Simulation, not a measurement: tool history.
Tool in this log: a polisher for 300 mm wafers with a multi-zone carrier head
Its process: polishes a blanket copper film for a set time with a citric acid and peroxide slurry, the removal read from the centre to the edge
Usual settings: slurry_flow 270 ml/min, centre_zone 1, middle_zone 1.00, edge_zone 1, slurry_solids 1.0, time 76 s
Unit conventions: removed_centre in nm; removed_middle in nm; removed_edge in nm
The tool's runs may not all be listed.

run	hour	slurry_flow	centre_zone	middle_zone	edge_zone	slurry_solids	time	wafers since the last listed run	wafers polished on this pad	hours since the slurry nozzle was cleaned	hours since the centre zone pressure was calibrated	hours since the edge zone pressure was calibrated	hours since the carrier head's membrane was replaced	incoming thickness of the incoming film, nm	removed_centre	removed_middle	removed_edge
1	0.0	270	1	1.00	1	1.0	76	0	414	544.8	487.3	955.9	1035.0	871.7	191.8	194.7	189.4
2	25.7	270	1	1.00	1	1.0	76	305	719	570.5	513.0	981.6	1060.7	886.0	183.1	190.6	188.0
# hour 48.6: worn pad replaced by a new one
3	49.1	270	1	1.00	1	1.1	76	230	5	593.9	536.4	1005.0	1084.1	878.7	208.5	218.7	212.6
4	66.6	270	1	1.00	1	1.1	76	207	213	611.4	553.9	1022.5	1101.6	892.4	199.8	204.5	197.0
5	92.5	270	1	1.00	1	1.1	76	307	520	637.3	579.8	1048.4	1127.5	879.7	192.5	196.1	188.0
6	114.7	245	1	1.00	1	1.0	76	263	784	659.5	602.0	1070.6	1149.7	872.0	178.9	185.5	183.6
# hour 125.0: worn pad replaced by a new one
# hour 142.1: carrier head's membrane replaced by a new one
7	145.5	245	1	1.00	1	1.0	76	258	183	690.3	632.8	1101.4	3.4	873.1	189.1	196.4	193.4
# hour 177.4: slurry nozzle cleaned
8	181.0	270	1	1.11	1	1.0	76	409	593	3.6	668.3	1136.9	38.9	871.8	182.8	208.7	185.6

Run 9 is up next; what results do you expect?
9	195.7	305	1	0.91	1	1.0	92	174	767	18.3	683.0	1151.6	53.6	883.0	?	?	?

{"run 9": {"removed_centre": 220.2, "removed_middle": 212.9, "removed_edge": 222.7}}
On a tool with no hidden condition, and with the same random variation, this run would have come out at removed_centre 254.6 nm, removed_middle 246.2 nm, removed_edge 257.5 nm.

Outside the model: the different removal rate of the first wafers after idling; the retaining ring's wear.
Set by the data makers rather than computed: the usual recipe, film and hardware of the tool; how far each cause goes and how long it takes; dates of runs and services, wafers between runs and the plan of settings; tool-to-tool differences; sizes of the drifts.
